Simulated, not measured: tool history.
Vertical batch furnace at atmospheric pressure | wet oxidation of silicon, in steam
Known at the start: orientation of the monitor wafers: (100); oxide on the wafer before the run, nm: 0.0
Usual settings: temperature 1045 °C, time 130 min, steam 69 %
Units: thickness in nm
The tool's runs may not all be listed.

run	day	temperature	time	steam	read-back reference wafer on the same gauge, thickness	thickness
1	0	1045	130	69	731.85	632.03
2	0.404	1045	130	69	731.77	631.2
3	0.858	1045	130	69	732.01	630.76
4	1.412	1045	130	72	732.05	646.22
5	2.262	1045	130	72	732.21	648.55
6	2.858	1045	130	69	732.14	628.57
7	3.742	1045	130	69	732.36	629.04
# day 4.117: gauge calibrated
8	4.412	1045	130	69	731.99	629.59
9	4.933	1064	130	69	731.79	685.34
10	5.75	1045	130	69	731.89	627.19
# day 7.558: thermocouples replaced and temperature profile calibrated
# day 7.758: steam generator serviced
11	7.779	1056	83	80	731.98	575.13
12	8.008	1045	130	69	731.88	651.45
13	8.238	1056	130	69	732.1	685.29
14	10.05	1061	101	73	732.02	625.83
15	10.638	1059	190.5	64	731.8	827.17
16	11.558	1045	130	62	732.09	609.98
17	12.138	1060	130	69	731.85	695.19
# day 12.858: gauge calibrated
18	13.054	1056	179.5	78	731.95	883.79

Forecast each of these 3 alternatives for the next run:
A	13.288	1045	130	69	?	?
B	13.288	1045	130	60	?	?
C	13.288	1045	130	75	?	?

run	read-back reference wafer on the same gauge, thickness	thickness
A	732.02	650.72
B	732.02	598.86
C	732.02	683.48
Without the tool's hidden state the same runs would have given:
run	thickness
A	657.15
B	604.85
C	690.2
